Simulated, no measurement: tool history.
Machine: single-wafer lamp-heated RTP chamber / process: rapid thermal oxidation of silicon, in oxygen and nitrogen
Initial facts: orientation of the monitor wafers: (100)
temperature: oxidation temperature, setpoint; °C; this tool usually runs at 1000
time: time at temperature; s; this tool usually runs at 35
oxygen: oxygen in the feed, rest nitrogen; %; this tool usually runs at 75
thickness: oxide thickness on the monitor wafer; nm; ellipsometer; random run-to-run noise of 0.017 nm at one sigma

run   hour  temperature  time  oxygen  read-back reference wafer on the same gauge, thickness  thickness
  1    0.0         1016    35      75                                                   4.923      4.802
  2   14.4         1000    35      87                                                   4.924      4.498
  3   25.4         1016    26      75                                                   4.923      4.255
  4   38.3         1000    35      75                                                   4.920      4.335
  5   45.0         1000    35      75                                                   4.924      4.336
  6   55.4         1000    31      75                                                   4.920      4.132
  7   99.5         1000    35      75                                                   4.916      4.392
     108.0  -- oxygen flow controller replaced
  8  114.9         1000    35      75                                                   4.919      4.413
  9  128.8         1000    35      59                                                   4.915      4.119
 10  144.4         1000    35      59                                                   4.919      4.128
     152.7  -- pyrometer window cleaned and pyrometer calibrated
 11  153.2         1000    35      59                                                   4.919      3.973
 12  164.2         1000    35      75                                                   4.918      4.280
 13  175.4         1000    35      75                                                   4.921      4.261
     179.6  -- gauge calibrated
 14  183.2         1000    35      75                                                   4.923      4.273
 15  191.2         1000    47      65                                                   4.924      4.578
 16  204.7         1000    47      65                                                   4.916      4.617
 17  211.4          988    48      75                                                   4.922      4.517
 18  222.3         1018    25      55                                                   4.920      3.847
 19  233.3         1029    35      75                                                   4.923      5.263
 20  240.4          982    23      94                                                   4.920      3.472
 21  252.5         1010    41      75                                                   4.927      4.924
 22  261.6          971    23      98                                                   4.922      3.294
 23  269.0         1000    23      75                                                   4.921      3.654
 24  283.9         1000    35      87                                                   4.920      4.542
 25  298.2         1010    35      93                                                   4.922      4.971
 26  314.0         1000    35      75                                                   4.922      4.360
 27  329.8         1000    35      75                                                   4.918      4.388
 28  338.2          974    50      55                                                   4.921      3.826
 29  350.1         1027    41      75                                                   4.922      5.685
 30  357.8          973    25      98                                                   4.921      3.515
 31  373.7          974    35      67                                                   4.920      3.627
 32  383.8         1027    51      95                                                   4.919      6.878
 33  401.1         1000    35      75                                                   4.917      4.503
     419.8  -- pyrometer window cleaned and pyrometer calibrated
 34  420.3          976    35      91                                                   4.922      3.840
 35  432.7         1000    35      75                                                   4.919      4.242
 36  441.1         1000    35      75                                                   4.920      4.255
 37  453.4         1000    52      75                                                   4.916      5.006

Each row is a separate what-if for the run after 37, all from the same tool condition, not one after another. Results?
  A  453.8          981    35      75                                                       ?          ?
  B  453.8         1023    42      75                                                       ?          ?
  C  453.8         1000    35      66                                                       ?          ?
  D  453.8          981    19      56                                                       ?          ?
  E  453.8          978    44      91                                                       ?          ?

run  read-back reference wafer on the same gauge, thickness  thickness
  A                                                   4.920      3.760
  B                                                   4.920      5.405
  C                                                   4.920      4.099
  D                                                   4.920      2.836
  E                                                   4.920      4.283
Had the tool no hidden state, the same runs would have come out as:
run  thickness
  A      3.749
  B      5.389
  C      4.087
  D      2.830
  E      4.270

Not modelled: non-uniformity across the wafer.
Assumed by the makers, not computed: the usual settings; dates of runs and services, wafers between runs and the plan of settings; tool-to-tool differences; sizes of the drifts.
